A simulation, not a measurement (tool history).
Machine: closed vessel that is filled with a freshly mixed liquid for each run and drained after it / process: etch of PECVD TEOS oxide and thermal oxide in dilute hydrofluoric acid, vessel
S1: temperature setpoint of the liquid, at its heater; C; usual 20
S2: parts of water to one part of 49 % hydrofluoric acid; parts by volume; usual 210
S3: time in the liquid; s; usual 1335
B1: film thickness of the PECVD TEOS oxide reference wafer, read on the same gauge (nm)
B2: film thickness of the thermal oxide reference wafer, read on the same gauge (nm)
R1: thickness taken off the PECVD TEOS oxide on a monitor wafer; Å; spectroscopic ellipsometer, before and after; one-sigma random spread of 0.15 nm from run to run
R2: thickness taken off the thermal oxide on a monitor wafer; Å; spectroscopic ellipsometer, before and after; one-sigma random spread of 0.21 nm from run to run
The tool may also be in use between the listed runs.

| run | day | S1 | S2 | S3 | B1 | B2 | R1 | R2 |
|---|---|---|---|---|---|---|---|---|
| 1 | 0 | 20 | 250 | 720 | 40.01 | 39.96 | 262.9 | 108.5 |
| 2 | 0.292 | 20 | 210 | 1335 | 39.99 | 40 | 605.8 | 245.9 |
|  | 0.604 | gauge calibrated |
| 3 | 0.758 | 20 | 180 | 1745 | 39.98 | 39.96 | 950.2 | 391 |
| 4 | 1.421 | 20 | 180 | 1745 | 40 | 39.99 | 951.4 | 390.2 |
| 5 | 1.954 | 17.5 | 210 | 1335 | 40.03 | 40.02 | 553.3 | 225.4 |
| 6 | 2.688 | 17.5 | 210 | 1335 | 40 | 40.01 | 550.7 | 223.8 |
|  | 2.908 | thermometer replaced |
| 7 | 3.012 | 20 | 180 | 1335 | 40.01 | 40 | 763.5 | 313.5 |
| 8 | 3.383 | 20 | 180 | 1335 | 40.01 | 39.98 | 756.4 | 305.4 |
| 9 | 3.7 | 20 | 180 | 1335 | 40.01 | 40 | 757.2 | 313 |
|  | 4.05 | hydrofluoric acid flow meter replaced |
| 10 | 4.221 | 20 | 210 | 1335 | 40 | 40.01 | 627.9 | 258.1 |
|  | 4.817 | thermometer replaced, repeated, since the last time left the tool worse |
| 11 | 4.846 | 22.5 | 105 | 1540 | 40.01 | 39.99 | 1597.2 | 656.5 |
| 12 | 5.438 | 17 | 160 | 1335 | 40.03 | 40.03 | 683.2 | 286.4 |
|  | 5.771 | gauge calibrated |
| 13 | 6.725 | 17 | 270 | 1335 | 40.02 | 40.04 | 368 | 151.4 |
| 14 | 7.404 | 23.5 | 310 | 1335 | 40.02 | 40.02 | 391.1 | 157.9 |
| 15 | 7.704 | 22.5 | 175 | 1030 | 40.01 | 40.04 | 594 | 239.6 |
| 16 | 8.038 | 17 | 105 | 2105 | 39.98 | 39.99 | 1739.3 | 708.2 |
| 17 | 8.404 | 20 | 210 | 1335 | 40 | 39.99 | 561.6 | 228.7 |
| 18 | 8.667 | 17.5 | 170 | 1040 | 39.98 | 40.04 | 510.1 | 208 |

Forecast each of these 3 alternatives for the next run:
| A | 8.708 | 20 | 285 | 1335 | ? | ? | ? | ? |
| B | 8.708 | 25 | 210 | 1335 | ? | ? | ? | ? |
| C | 8.708 | 24.5 | 260 | 605 | ? | ? | ? | ? |

| run | B1 | B2 | R1 | R2 |
|---|---|---|---|---|
| A | 39.98 | 40.01 | 386.4 | 157.2 |
| B | 39.98 | 40.01 | 678.1 | 275.8 |
| C | 39.98 | 40.01 | 231.3 | 94.1 |
With the hidden condition removed and each run's random variation left untouched, the same runs would have given:
| run | R1 | R2 |
|---|---|---|
| A | 384.7 | 156.5 |
| B | 675.1 | 274.6 |
| C | 230.3 | 93.7 |
